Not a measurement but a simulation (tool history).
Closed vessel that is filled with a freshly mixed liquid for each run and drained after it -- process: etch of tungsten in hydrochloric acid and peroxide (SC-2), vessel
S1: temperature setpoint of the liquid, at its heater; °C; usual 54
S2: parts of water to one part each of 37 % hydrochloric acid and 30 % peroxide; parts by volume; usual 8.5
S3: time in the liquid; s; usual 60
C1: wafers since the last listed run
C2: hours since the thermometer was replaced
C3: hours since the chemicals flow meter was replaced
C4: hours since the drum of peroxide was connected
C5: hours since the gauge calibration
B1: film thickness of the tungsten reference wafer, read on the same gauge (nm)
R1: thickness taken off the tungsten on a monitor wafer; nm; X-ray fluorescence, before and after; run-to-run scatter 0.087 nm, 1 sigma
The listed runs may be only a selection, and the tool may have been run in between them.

run,day,S1,S2,S3,C1,C2,C3,C4,C5,B1,R1
1,0,54,8.5,60,0,2060.9,164.2,466,485.5,49.98,21.78
2,2.6,54,7,60,5874,2123.3,226.6,528.4,547.9,49.99,25.52
3,6.438,54,6.5,60,8670,2215.4,318.7,620.5,640,50,27.04
4,8.638,54,9.5,75,4970,2268.2,371.5,673.3,692.8,50.03,24.71
5,12.125,54,8.5,75,7879,2351.9,455.2,757,776.5,50.01,26.92
6,14.425,54,8.5,75,5196,2407.1,510.4,812.2,831.7,49.98,27.19
7,17.088,54,8.5,75,6015,2471,574.3,876.1,895.6,50.01,27.11
8,20.675,54,8.5,60,8105,2557.1,660.4,962.2,981.7,50,21.72
# day 21.158: chemicals flow meter replaced
9,23.604,54,10,60,6524,2627.4,58.7,1032.5,1052,50,18.91
10,26.771,59.5,8.5,60,7154,2703.4,134.7,1108.5,1128,50,30.19
# day 28.817: thermometer replaced
11,29.188,54,8.5,60,5366,8.9,192.7,1166.5,1186,50,21.36
12,33.062,54,10,60,8755,101.9,285.7,1259.5,1279,50.01,18.71
13,36.342,54,7,80,7408,180.6,364.4,1338.2,1357.7,49.99,33.08
14,40.271,54,8.5,60,8877,274.9,458.7,1432.5,1452,50,21.25
15,42.104,62.5,7.5,60,4142,318.9,502.7,1476.5,1496,49.97,39.99
16,44.058,45,9.5,80,4415,365.8,549.6,1523.4,1542.9,50.02,14.09
# day 46.279: chemicals flow meter replaced
17,48.221,54,11,30,9310,465.7,46.6,1623.3,1642.8,50.02,8.54

Run 18 is up next; what results do you expect?
# day 50.283: gauge calibrated
# day 51.842: new drum of peroxide connected
18,52.029,54,8.5,45,8510,557.1,138,4.5,41.9,?,?

For run 18 the tool returned B1 49.99, R1 16.55 nm.
If the tool had no hidden condition, the same run with the same run-to-run variation would have returned R1 16.64 nm.
